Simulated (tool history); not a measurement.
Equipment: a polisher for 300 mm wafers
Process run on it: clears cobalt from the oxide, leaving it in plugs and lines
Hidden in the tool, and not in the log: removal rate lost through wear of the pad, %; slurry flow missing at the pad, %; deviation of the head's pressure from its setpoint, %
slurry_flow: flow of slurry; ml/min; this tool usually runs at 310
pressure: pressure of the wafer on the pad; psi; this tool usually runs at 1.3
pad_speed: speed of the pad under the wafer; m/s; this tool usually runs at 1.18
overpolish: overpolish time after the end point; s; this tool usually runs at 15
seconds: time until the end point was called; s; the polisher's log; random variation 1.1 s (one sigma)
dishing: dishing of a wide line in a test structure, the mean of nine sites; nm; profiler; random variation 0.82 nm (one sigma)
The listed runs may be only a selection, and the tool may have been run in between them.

run,hour,slurry_flow,pressure,pad_speed,overpolish,wafers since the last listed run,wafers polished on this pad,hours since the slurry nozzle was cleaned,hours since the head pressure was calibrated,"incoming thickness of the incoming film, nm",seconds,dishing
1,0,310,1.3,1.18,15,0,492,227.8,582.4,349.3,84.2,48.4
2,90.7,310,1.3,1.18,15,738,1230,318.5,673.1,356.8,86,48.1
3,370.4,310,1.3,1.18,15,2276,3507,598.2,952.8,345.5,91,45.9
# hour 378.7: slurry nozzle cleaned
4,414,310,1.3,1.18,15,346,3854,35.3,996.4,352.5,88.7,46.4
# hour 417.3: head pressure recalibrated
# hour 440.6: worn pad replaced by a new one
5,483.1,310,1.3,1.18,15,513,346,104.4,65.8,350.9,84.1,46.4
6,570.9,310,1.3,1.4,15,714,1060,192.2,153.6,349.3,72.4,53.2
7,642.4,310,1.3,1.4,15,582,1643,263.7,225.1,348.5,71.8,53.9
8,687,310,1.3,1.18,15,363,2006,308.3,269.7,349.7,83.7,47.7
9,730.6,310,1.3,1.18,15,354,2361,351.9,313.3,350.6,87.1,45.6
10,813.2,310,1.3,1.18,15,672,3033,434.5,395.9,347.4,87.4,45.1
11,906.4,310,1.3,1.18,15,758,3792,527.7,489.1,355.4,93.4,45.1
12,991.9,255,1.3,1.18,15,696,4488,613.2,574.6,345.4,96.5,43.8
# hour 1040.9: worn pad replaced by a new one
13,1080.9,255,1.3,1.18,15,691,325,702.2,663.6,352.8,86.1,46.1
# hour 1086.1: slurry nozzle cleaned
14,1183.3,255,1.3,1.18,15,825,1150,97.2,766,355.8,88.4,48.1
15,1242.2,310,1.3,1.18,15,479,1630,156.1,824.9,348.1,86,47.6
16,1348.2,405,1.3,1.18,15,862,2493,262.1,930.9,350.2,86.4,47.2
17,1453.4,310,1.3,1.18,15,856,3349,367.3,1036.1,350.6,90.5,44.4
# hour 1457.2: head pressure recalibrated
18,1505.1,375,1.3,1.18,15,404,3754,419,47.9,343.8,90,45.5
19,1560.3,340,1.7,1.58,11,449,4203,474.2,103.1,350.8,53.5,53.8
# hour 1615.3: worn pad replaced by a new one
20,1780.2,255,1.5,0.94,10,1757,1342,694.1,323,344.8,91.6,31.2
# hour 1820: slurry nozzle cleaned
21,1861.7,310,1.3,1.18,15,655,1997,41.7,404.5,351,88.9,46.7
22,1966.2,310,1.6,1.18,22,850,2848,146.2,509,345.1,71.8,67.3
23,2035.3,310,0.9,1.18,23,562,3410,215.3,578.1,347.7,129.5,49.1
# hour 2130: worn pad replaced by a new one, of another model than before
24,2199.9,310,1,1.18,18,1307,569,379.9,742.7,352,96.8,49.2
# hour 2464.2: head pressure recalibrated
# hour 2469: slurry nozzle cleaned
25,2513.9,310,1.3,1.18,15,2531,3100,44.9,49.7,351.4,88.4,46.2
26,2590.5,270,1.3,1.4,15,623,3724,121.5,126.3,351.1,82.7,50.5
27,2631,310,1.3,1.18,18,329,4054,162,166.8,349.2,91.6,52.1
28,2730.6,310,1,1.36,15,810,4864,261.6,266.4,349.4,96.6,43.4
# hour 2757.2: worn pad replaced by a new one
29,2804.2,310,1.1,1.18,15,566,382,335.2,340,344.5,89.8,46.6
30,2893.4,310,1.3,1.06,15,726,1108,424.4,429.2,353.2,91.8,47

Forecast each of these 5 alternatives for the next run:
A,2893.8,310,1.3,1.18,15,3,1111,424.8,429.6,345.2,?,?
B,2893.8,310,1.3,0.9,10,3,1111,424.8,429.6,345.2,?,?
C,2893.8,280,1.6,0.9,21,3,1111,424.8,429.6,345.2,?,?
D,2893.8,310,0.9,1.18,21,3,1111,424.8,429.6,345.2,?,?
E,2893.8,340,1.3,1.18,7,3,1111,424.8,429.6,345.2,?,?

run,seconds,dishing
A,83.2,48
B,99.5,30.3
C,89.6,57.6
D,99.1,53.9
E,82.5,26.2
With the hidden condition removed and each run's random variation left untouched, the same runs would have given:
run,seconds,dishing
A,81.8,48.6
B,97.9,30.7
C,88.2,58.2
D,97.5,54.5
E,81.2,26.6

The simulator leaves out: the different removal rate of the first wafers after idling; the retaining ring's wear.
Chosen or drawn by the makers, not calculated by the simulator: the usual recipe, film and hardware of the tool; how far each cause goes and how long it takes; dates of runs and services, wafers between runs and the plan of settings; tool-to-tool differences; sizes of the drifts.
